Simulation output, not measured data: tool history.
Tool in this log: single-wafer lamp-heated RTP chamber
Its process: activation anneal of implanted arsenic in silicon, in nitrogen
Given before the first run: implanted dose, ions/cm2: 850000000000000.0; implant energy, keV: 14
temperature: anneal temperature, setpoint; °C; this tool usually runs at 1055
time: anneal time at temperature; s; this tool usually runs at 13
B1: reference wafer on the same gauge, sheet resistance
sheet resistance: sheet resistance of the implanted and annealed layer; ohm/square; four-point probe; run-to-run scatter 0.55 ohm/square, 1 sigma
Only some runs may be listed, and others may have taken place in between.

Run 1, hour 0.0: usual settings; B1 112.88. Result: sheet resistance 136.30 ohm/square.
Run 2, hour 9.4: usual settings; B1 113.07. Result: sheet resistance 136.24 ohm/square.
Run 3, hour 27.8: usual settings; B1 112.78. Result: sheet resistance 136.82 ohm/square.
Run 4, hour 60.6: usual settings; B1 112.91. Result: sheet resistance 136.37 ohm/square.
Run 5, hour 126.6: usual settings but temperature 1041 °C, time 11 s; B1 112.76. Result: sheet resistance 143.01 ohm/square.
At hour 138.8: pyrometer window cleaned and pyrometer calibrated.
Run 6, hour 146.3: usual settings but temperature 1041 °C, time 11 s; B1 112.45. Result: sheet resistance 142.24 ohm/square.
Run 7, hour 178.1: usual settings; B1 112.67. Result: sheet resistance 135.81 ohm/square.
Run 8, hour 203.0: usual settings; B1 112.45. Result: sheet resistance 136.09 ohm/square.
Run 9, hour 236.8: usual settings; B1 112.55. Result: sheet resistance 136.59 ohm/square.
Run 10, hour 250.1: usual settings; B1 112.43. Result: sheet resistance 136.65 ohm/square.
Run 11, hour 283.7: usual settings but time 11 s; B1 112.33. Result: sheet resistance 138.81 ohm/square.
At hour 296.3: reflector plate cleaned.
Run 12, hour 314.0: usual settings but temperature 1067 °C; B1 112.36. Result: sheet resistance 133.03 ohm/square.
Run 13, hour 339.7: usual settings but temperature 1067 °C; B1 112.29. Result: sheet resistance 133.28 ohm/square.
Run 14, hour 375.3: usual settings but temperature 1081 °C; B1 112.17. Result: sheet resistance 128.93 ohm/square.
Run 15, hour 392.9: usual settings but temperature 1045 °C, time 18 s; B1 111.93. Result: sheet resistance 133.94 ohm/square.
Run 16, hour 411.8: usual settings but temperature 1031 °C, time 11 s; B1 112.14. Result: sheet resistance 144.87 ohm/square.
Run 17, hour 428.3: usual settings; B1 112.18. Result: sheet resistance 135.88 ohm/square.
At hour 439.3: gauge calibrated.
Run 18, hour 440.9: usual settings but time 8 s; B1 113.57. Result: sheet resistance 144.71 ohm/square.
Run 19, hour 459.5: usual settings but temperature 1077 °C, time 20 s; B1 113.56. Result: sheet resistance 125.42 ohm/square.
Run 20, hour 480.2: usual settings but time 19 s; B1 113.89. Result: sheet resistance 132.38 ohm/square.
Run 21, hour 511.4: usual settings but temperature 1032 °C, time 6 s; B1 113.35. Result: sheet resistance 156.56 ohm/square.
Run 22, hour 524.8: usual settings; B1 113.78. Result: sheet resistance 136.92 ohm/square.
At hour 560.4: pyrometer window cleaned and pyrometer calibrated.
Run 23, hour 560.9: usual settings but temperature 1030 °C, time 8 s; B1 113.83. Result: sheet resistance 151.50 ohm/square.
Run 24, hour 581.8: usual settings but temperature 1073 °C; B1 113.31. Result: sheet resistance 132.09 ohm/square.
Run 25, hour 612.3: usual settings but temperature 1045 °C, time 18 s; B1 113.52. Result: sheet resistance 134.79 ohm/square.
At hour 622.0: reflector plate cleaned.
Run 26, hour 645.4: usual settings but temperature 1082 °C, time 10 s; B1 113.19. Result: sheet resistance 133.38 ohm/square.
Run 27, hour 658.4: usual settings; B1 113.35. Result: sheet resistance 137.78 ohm/square.
Run 28, hour 687.7: usual settings but temperature 1063 °C; B1 113.52. Result: sheet resistance 135.36 ohm/square.
Run 29, hour 713.6: usual settings but temperature 1069 °C, time 7 s; B1 113.00. Result: sheet resistance 141.28 ohm/square.
Run 30, hour 728.7: usual settings but time 18 s; B1 112.95. Result: sheet resistance 132.75 ohm/square.
Run 31, hour 753.3: usual settings but temperature 1041 °C, time 16 s; B1 113.24. Result: sheet resistance 139.02 ohm/square.
Run 32, hour 786.6: usual settings; B1 113.10. Result: sheet resistance 137.37 ohm/square.
Run 33, hour 809.8: usual settings but temperature 1038 °C, time 19 s; B1 113.03. Result: sheet resistance 137.14 ohm/square.
Run 34, hour 823.8: usual settings; B1 112.95. Result: sheet resistance 136.22 ohm/square.
Run 35, hour 845.2: usual settings but temperature 1039 °C, time 18 s; B1 112.91. Result: sheet resistance 136.91 ohm/square.
Run 36, hour 879.1: usual settings but time 11 s; B1 112.93. Result: sheet resistance 139.35 ohm/square.
Run 37, hour 911.2: usual settings; B1 112.61. Result: sheet resistance 135.33 ohm/square.

The tool's hidden state at each run:
true wafer temperature minus pyrometer reading, K: 0 across all the runs
wafer temperature error from the tarnished reflector plate, K: 0 across all the runs
H1: gauge reads high (%)
run      H1
  1  -0.985
  2      -1
  3   -1.03
  4   -1.08
  5   -1.19
  6   -1.22
  7   -1.28
  8   -1.32
  9   -1.37
 10   -1.39
 11   -1.45
 12    -1.5
 13   -1.54
 14    -1.6
 15   -1.63
 16   -1.66
 17   -1.69
 18  -0.245
 19  -0.276
 20   -0.31
 21  -0.361
 22  -0.383
 23  -0.442
 24  -0.476
 25  -0.526
 26   -0.58
 27  -0.601
 28  -0.649
 29  -0.692
 30  -0.716
 31  -0.756
 32  -0.811
 33  -0.849
 34  -0.872
 35  -0.907
 36  -0.962
 37   -1.01
